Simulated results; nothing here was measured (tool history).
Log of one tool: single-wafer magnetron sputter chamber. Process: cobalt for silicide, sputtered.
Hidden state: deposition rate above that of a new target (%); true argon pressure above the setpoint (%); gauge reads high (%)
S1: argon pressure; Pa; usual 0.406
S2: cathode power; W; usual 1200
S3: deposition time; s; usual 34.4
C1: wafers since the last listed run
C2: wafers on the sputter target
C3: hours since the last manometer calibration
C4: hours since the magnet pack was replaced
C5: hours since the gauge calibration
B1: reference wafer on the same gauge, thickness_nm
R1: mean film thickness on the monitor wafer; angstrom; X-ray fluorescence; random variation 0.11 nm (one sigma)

run 1 day=0.000 | S1=0.406 S2=1050 S3=34.4 | C1=0 C2=2357 C3=2239.1 C4=7253.4 C5=5.5 | B1=18.103 | R1=181.40
run 2 day=0.633 | S1=0.406 S2=1050 S3=34.4 | C1=168 C2=2525 C3=2254.3 C4=7268.6 C5=20.7 | B1=18.097 | R1=178.75
run 3 day=1.004 | S1=0.406 S2=1050 S3=34.4 | C1=98 C2=2624 C3=2263.2 C4=7277.5 C5=29.6 | B1=18.091 | R1=180.46
run 4 day=1.458 | S1=0.371 S2=1400 S3=34.4 | C1=120 C2=2745 C3=2274.1 C4=7288.4 C5=40.5 | B1=18.068 | R1=225.32
run 5 day=1.821 | S1=0.371 S2=1400 S3=34.4 | C1=96 C2=2842 C3=2282.8 C4=7297.1 C5=49.2 | B1=18.084 | R1=227.68
run 6 day=2.288 | S1=0.371 S2=1400 S3=34.4 | C1=124 C2=2966 C3=2294.0 C4=7308.3 C5=60.4 | B1=18.127 | R1=225.34
run 7 day=2.792 | S1=0.446 S2=1350 S3=34.4 | C1=134 C2=3100 C3=2306.1 C4=7320.4 C5=72.5 | B1=18.099 | R1=215.20
run 8 day=3.242 | S1=0.446 S2=1350 S3=34.4 | C1=119 C2=3220 C3=2316.9 C4=7331.2 C5=83.3 | B1=18.092 | R1=212.08
run 9 day=3.792 | S1=0.406 S2=1200 S3=34.4 | C1=146 C2=3366 C3=2330.1 C4=7344.4 C5=96.5 | B1=18.165 | R1=197.69
run 10 day=4.454 | S1=0.406 S2=1200 S3=34.4 | C1=176 C2=3543 C3=2346.0 C4=7360.3 C5=112.4 | B1=18.108 | R1=197.94
run 11 day=5.175 | S1=0.406 S2=1200 S3=34.4 | C1=191 C2=3734 C3=2363.3 C4=7377.6 C5=129.7 | B1=18.088 | R1=197.77
run 12 day=6.012 | S1=0.474 S2=1200 S3=34.4 | C1=222 C2=3957 C3=2383.4 C4=7397.7 C5=149.8 | B1=18.095 | R1=193.23
run 13 day=6.404 | S1=0.446 S2=1350 S3=34.4 | C1=104 C2=4062 C3=2392.8 C4=7407.1 C5=159.2 | B1=18.089 | R1=210.58
run 14 day=7.029 | S1=0.406 S2=1300 S3=41.0 | C1=166 C2=4228 C3=2407.8 C4=7422.1 C5=174.2 | B1=18.084 | R1=251.23
-- day=7.804 magnet pack replaced
run 15 day=7.825 | S1=0.558 S2=950 S3=27.6 | C1=123 C2=4351 C3=2426.9 C4=0.5 C5=193.3 | B1=18.110 | R1=126.52
-- day=8.567 sputter target and shields replaced
run 16 day=8.588 | S1=0.265 S2=1200 S3=40.1 | C1=114 C2=5 C3=2445.2 C4=18.8 C5=211.6 | B1=18.053 | R1=233.29
-- day=8.658 gauge calibrated
run 17 day=9.012 | S1=0.406 S2=1200 S3=31.2 | C1=113 C2=119 C3=2455.4 C4=29.0 C5=8.5 | B1=18.114 | R1=172.26
-- day=9.750 capacitance manometer re-zeroed and calibrated
run 18 day=9.771 | S1=0.406 S2=1300 S3=41.0 | C1=113 C2=232 C3=0.5 C4=47.2 C5=26.7 | B1=18.109 | R1=236.44
run 19 day=9.954 | S1=0.406 S2=1200 S3=34.4 | C1=48 C2=280 C3=4.9 C4=51.6 C5=31.1 | B1=18.102 | R1=188.11
-- day=10.958 sputter target and shields replaced, repeated, since the last time left the tool worse
run 20 day=10.979 | S1=0.543 S2=1450 S3=30.5 | C1=184 C2=5 C3=29.5 C4=76.2 C5=55.7 | B1=18.107 | R1=203.49
run 21 day=10.996 | S1=0.510 S2=1200 S3=34.4 | C1=4 C2=10 C3=29.9 C4=76.6 C5=56.1 | B1=18.067 | R1=199.29
run 22 day=11.308 | S1=0.563 S2=1300 S3=31.4 | C1=83 C2=93 C3=37.4 C4=84.1 C5=63.6 | B1=18.078 | R1=190.01
run 23 day=11.862 | S1=0.406 S2=1200 S3=34.4 | C1=147 C2=241 C3=50.7 C4=97.4 C5=76.9 | B1=18.128 | R1=206.31
run 24 day=12.529 | S1=0.513 S2=1400 S3=32.6 | C1=177 C2=418 C3=66.7 C4=113.4 C5=92.9 | B1=18.089 | R1=210.33

Forecast each of these 4 alternatives for the next run:
run A day=12.546 | S1=0.406 S2=1200 S3=34.4 | C1=4 C2=422 C3=67.1 C4=113.8 C5=93.3 | B1=? | R1=?
run B day=12.546 | S1=0.406 S2=1100 S3=36.2 | C1=4 C2=422 C3=67.1 C4=113.8 C5=93.3 | B1=? | R1=?
run C day=12.546 | S1=0.547 S2=1200 S3=34.4 | C1=4 C2=422 C3=67.1 C4=113.8 C5=93.3 | B1=? | R1=?
run D day=12.546 | S1=0.406 S2=1100 S3=31.5 | C1=4 C2=422 C3=67.1 C4=113.8 C5=93.3 | B1=? | R1=?

run=A B1=18.114 R1=205.68
run=B B1=18.114 R1=202.96
run=C B1=18.114 R1=195.38
run=D B1=18.114 R1=176.61
Without the tool's hidden state the same runs would have given:
run=A R1=210.50
run=B R1=207.72
run=C R1=199.96
run=D R1=180.75
